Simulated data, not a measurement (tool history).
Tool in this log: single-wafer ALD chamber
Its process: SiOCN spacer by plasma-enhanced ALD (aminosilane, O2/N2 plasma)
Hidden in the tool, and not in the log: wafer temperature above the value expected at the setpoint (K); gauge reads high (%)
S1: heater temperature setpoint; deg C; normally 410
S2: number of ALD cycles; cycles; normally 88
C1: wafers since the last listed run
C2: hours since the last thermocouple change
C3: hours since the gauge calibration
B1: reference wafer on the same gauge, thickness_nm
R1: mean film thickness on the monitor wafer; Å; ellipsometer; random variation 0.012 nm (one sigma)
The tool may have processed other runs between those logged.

run 1 hour=0.0 | S1=410 S2=88 | C1=0 C2=209.2 C3=718.5 | B1=5.743 | R1=51.00
run 2 hour=25.9 | S1=410 S2=88 | C1=96 C2=235.1 C3=744.4 | B1=5.737 | R1=50.86
run 3 hour=58.4 | S1=410 S2=88 | C1=121 C2=267.6 C3=776.9 | B1=5.741 | R1=51.07
run 4 hour=109.3 | S1=410 S2=88 | C1=190 C2=318.5 C3=827.8 | B1=5.740 | R1=51.01
run 5 hour=159.4 | S1=410 S2=88 | C1=187 C2=368.6 C3=877.9 | B1=5.738 | R1=50.95
run 6 hour=201.4 | S1=410 S2=88 | C1=156 C2=410.6 C3=919.9 | B1=5.742 | R1=50.81
run 7 hour=256.9 | S1=410 S2=88 | C1=207 C2=466.1 C3=975.4 | B1=5.741 | R1=50.94
run 8 hour=297.5 | S1=410 S2=99 | C1=151 C2=506.7 C3=1016.0 | B1=5.741 | R1=57.47
run 9 hour=328.6 | S1=410 S2=88 | C1=116 C2=537.8 C3=1047.1 | B1=5.742 | R1=51.12
run 10 hour=395.6 | S1=417 S2=88 | C1=250 C2=604.8 C3=1114.1 | B1=5.739 | R1=49.99
run 11 hour=464.4 | S1=410 S2=88 | C1=257 C2=673.6 C3=1182.9 | B1=5.742 | R1=50.93
run 12 hour=509.2 | S1=410 S2=88 | C1=167 C2=718.4 C3=1227.7 | B1=5.742 | R1=51.00
run 13 hour=717.6 | S1=410 S2=88 | C1=778 C2=926.8 C3=1436.1 | B1=5.744 | R1=51.04
run 14 hour=754.2 | S1=410 S2=88 | C1=136 C2=963.4 C3=1472.7 | B1=5.738 | R1=50.95
run 15 hour=820.3 | S1=410 S2=88 | C1=247 C2=1029.5 C3=1538.8 | B1=5.738 | R1=50.89
-- hour=844.8 thermocouple changed; heater temperature recalibrated
run 16 hour=883.2 | S1=419 S2=88 | C1=205 C2=38.4 C3=1601.7 | B1=5.741 | R1=49.74
run 17 hour=942.7 | S1=410 S2=88 | C1=222 C2=97.9 C3=1661.2 | B1=5.738 | R1=50.87
run 18 hour=984.6 | S1=410 S2=88 | C1=156 C2=139.8 C3=1703.1 | B1=5.744 | R1=50.95
run 19 hour=1035.7 | S1=410 S2=83 | C1=190 C2=190.9 C3=1754.2 | B1=5.741 | R1=48.10
run 20 hour=1079.5 | S1=410 S2=88 | C1=163 C2=234.7 C3=1798.0 | B1=5.742 | R1=50.66
run 21 hour=1129.8 | S1=410 S2=88 | C1=187 C2=285.0 C3=1848.3 | B1=5.740 | R1=51.16
run 22 hour=1163.1 | S1=407 S2=88 | C1=124 C2=318.3 C3=1881.6 | B1=5.738 | R1=51.24
run 23 hour=1213.3 | S1=416 S2=97 | C1=187 C2=368.5 C3=1931.8 | B1=5.740 | R1=55.22
run 24 hour=1256.0 | S1=416 S2=75 | C1=159 C2=411.2 C3=1974.5 | B1=5.742 | R1=42.77
-- hour=1299.0 gauge calibrated
run 25 hour=1321.7 | S1=423 S2=97 | C1=245 C2=476.9 C3=22.7 | B1=5.739 | R1=54.18
run 26 hour=1369.9 | S1=423 S2=97 | C1=180 C2=525.1 C3=70.9 | B1=5.739 | R1=54.13
run 27 hour=1414.9 | S1=410 S2=98 | C1=168 C2=570.1 C3=115.9 | B1=5.743 | R1=57.00
run 28 hour=1467.5 | S1=414 S2=74 | C1=196 C2=622.7 C3=168.5 | B1=5.740 | R1=42.36
run 29 hour=1506.2 | S1=402 S2=78 | C1=144 C2=661.4 C3=207.2 | B1=5.737 | R1=46.24
run 30 hour=1566.9 | S1=410 S2=88 | C1=226 C2=722.1 C3=267.9 | B1=5.738 | R1=51.03
run 31 hour=1609.4 | S1=404 S2=105 | C1=158 C2=764.6 C3=310.4 | B1=5.740 | R1=61.73
run 32 hour=1643.5 | S1=404 S2=82 | C1=127 C2=798.7 C3=344.5 | B1=5.740 | R1=48.25
run 33 hour=1686.6 | S1=410 S2=88 | C1=161 C2=841.8 C3=387.6 | B1=5.740 | R1=51.09
run 34 hour=1720.2 | S1=410 S2=88 | C1=125 C2=875.4 C3=421.2 | B1=5.740 | R1=50.93
run 35 hour=1750.6 | S1=410 S2=88 | C1=113 C2=905.8 C3=451.6 | B1=5.742 | R1=50.93
run 36 hour=1807.3 | S1=406 S2=77 | C1=211 C2=962.5 C3=508.3 | B1=5.738 | R1=45.01
run 37 hour=1837.3 | S1=410 S2=88 | C1=112 C2=992.5 C3=538.3 | B1=5.738 | R1=50.94
run 38 hour=1868.3 | S1=406 S2=104 | C1=115 C2=1023.5 C3=569.3 | B1=5.740 | R1=61.24
run 39 hour=1939.0 | S1=396 S2=83 | C1=264 C2=1094.2 C3=640.0 | B1=5.743 | R1=49.65
run 40 hour=1970.0 | S1=401 S2=98 | C1=115 C2=1125.2 C3=671.0 | B1=5.743 | R1=58.04
-- hour=1999.8 thermocouple changed; heater temperature recalibrated
run 41 hour=2032.6 | S1=410 S2=88 | C1=204 C2=32.8 C3=733.6 | B1=5.737 | R1=50.92
run 42 hour=2061.0 | S1=410 S2=76 | C1=106 C2=61.2 C3=762.0 | B1=5.737 | R1=44.04
run 43 hour=2101.1 | S1=418 S2=94 | C1=149 C2=101.3 C3=802.1 | B1=5.741 | R1=53.24
run 44 hour=2154.4 | S1=423 S2=100 | C1=199 C2=154.6 C3=855.4 | B1=5.743 | R1=55.61

What differs in the tool's unlogged condition from the final listed run ahead of each entry between runs to the first listed run following it?
Runs 15 to 16: thermocouple changed; heater temperature recalibrated (hour 844.8)
  no difference in the tool's unlogged condition between these two runs
Runs 24 to 25: gauge calibrated (hour 1299.0)
  no difference in the tool's unlogged condition between these two runs
Runs 40 to 41: thermocouple changed; heater temperature recalibrated (hour 1999.8)
  no difference in the tool's unlogged condition between these two runs
